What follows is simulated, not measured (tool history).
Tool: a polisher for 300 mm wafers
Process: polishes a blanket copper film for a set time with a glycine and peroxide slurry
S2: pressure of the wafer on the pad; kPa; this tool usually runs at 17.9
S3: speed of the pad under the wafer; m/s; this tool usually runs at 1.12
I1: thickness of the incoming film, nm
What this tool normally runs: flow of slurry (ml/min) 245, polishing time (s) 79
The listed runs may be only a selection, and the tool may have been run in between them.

run 1 hour=0 | flow_of_slurry_(ml/min)=245 S2=17.9 S3=1.12 polishing_time_(s)=79 | I1=1690.2 | film_removed_(angstrom)=5183
run 2 hour=12.5 | flow_of_slurry_(ml/min)=245 S2=17.9 S3=1.12 polishing_time_(s)=79 | I1=1700.1 | film_removed_(angstrom)=5197
run 3 hour=27.6 | flow_of_slurry_(ml/min)=245 S2=17.9 S3=1.12 polishing_time_(s)=79 | I1=1710 | film_removed_(angstrom)=5150
run 4 hour=37.4 | flow_of_slurry_(ml/min)=245 S2=17.9 S3=1.12 polishing_time_(s)=79 | I1=1698.3 | film_removed_(angstrom)=5212
run 5 hour=44.7 | flow_of_slurry_(ml/min)=245 S2=17.9 S3=1.12 polishing_time_(s)=79 | I1=1702.3 | film_removed_(angstrom)=5146
run 6 hour=98.4 | flow_of_slurry_(ml/min)=245 S2=17.9 S3=1.12 polishing_time_(s)=79 | I1=1688.6 | film_removed_(angstrom)=5079
run 7 hour=113.2 | flow_of_slurry_(ml/min)=245 S2=17.9 S3=1.12 polishing_time_(s)=79 | I1=1712.6 | film_removed_(angstrom)=5094
run 8 hour=128.2 | flow_of_slurry_(ml/min)=245 S2=17.9 S3=1.12 polishing_time_(s)=79 | I1=1710.9 | film_removed_(angstrom)=5001
run 9 hour=137.7 | flow_of_slurry_(ml/min)=245 S2=17.9 S3=1.12 polishing_time_(s)=79 | I1=1728.6 | film_removed_(angstrom)=5028
-- hour=146.3 slurry nozzle cleaned
-- hour=150.7 worn pad replaced by a new one
run 10 hour=152.6 | flow_of_slurry_(ml/min)=245 S2=17.9 S3=1.12 polishing_time_(s)=79 | I1=1709.1 | film_removed_(angstrom)=4985
run 11 hour=160.2 | flow_of_slurry_(ml/min)=245 S2=17.9 S3=0.74 polishing_time_(s)=87 | I1=1693.7 | film_removed_(angstrom)=4370
-- hour=171 head pressure recalibrated
run 12 hour=176.4 | flow_of_slurry_(ml/min)=330 S2=15.2 S3=1.12 polishing_time_(s)=79 | I1=1737.1 | film_removed_(angstrom)=4327
run 13 hour=183 | flow_of_slurry_(ml/min)=170 S2=11.7 S3=1.26 polishing_time_(s)=97 | I1=1726.5 | film_removed_(angstrom)=4195
run 14 hour=193.9 | flow_of_slurry_(ml/min)=330 S2=22.8 S3=1.22 polishing_time_(s)=72 | I1=1729 | film_removed_(angstrom)=5592
run 15 hour=206.2 | flow_of_slurry_(ml/min)=245 S2=17.9 S3=1 polishing_time_(s)=79 | I1=1708.6 | film_removed_(angstrom)=4486
-- hour=216.6 head pressure recalibrated, repeated, since the last time left the tool worse
run 16 hour=217.6 | flow_of_slurry_(ml/min)=245 S2=17.9 S3=0.96 polishing_time_(s)=71 | I1=1710.9 | film_removed_(angstrom)=4424
run 17 hour=223.6 | flow_of_slurry_(ml/min)=210 S2=17.9 S3=1.12 polishing_time_(s)=79 | I1=1697.9 | film_removed_(angstrom)=5252
run 18 hour=230.7 | flow_of_slurry_(ml/min)=270 S2=17.9 S3=1.12 polishing_time_(s)=79 | I1=1720 | film_removed_(angstrom)=5398
run 19 hour=247.4 | flow_of_slurry_(ml/min)=245 S2=17.9 S3=1.12 polishing_time_(s)=79 | I1=1703.4 | film_removed_(angstrom)=5320
run 20 hour=261.7 | flow_of_slurry_(ml/min)=245 S2=17.9 S3=1.12 polishing_time_(s)=79 | I1=1711.8 | film_removed_(angstrom)=5294

Below are 3 alternative next runs, each starting from the tool's condition after run 20. Predict each:
run A hour=262.1 | flow_of_slurry_(ml/min)=245 S2=17.9 S3=1.12 polishing_time_(s)=79 | I1=1741.3 | film_removed_(angstrom)=?
run B hour=262.1 | flow_of_slurry_(ml/min)=245 S2=12.4 S3=0.84 polishing_time_(s)=79 | I1=1741.3 | film_removed_(angstrom)=?
run C hour=262.1 | flow_of_slurry_(ml/min)=270 S2=23.4 S3=1.12 polishing_time_(s)=79 | I1=1741.3 | film_removed_(angstrom)=?

run=A film_removed_(angstrom)=5338
run=B film_removed_(angstrom)=3456
run=C film_removed_(angstrom)=6732
With no hidden state in the tool, these same runs would have given:
run=A film_removed_(angstrom)=5356
run=B film_removed_(angstrom)=3466
run=C film_removed_(angstrom)=6755
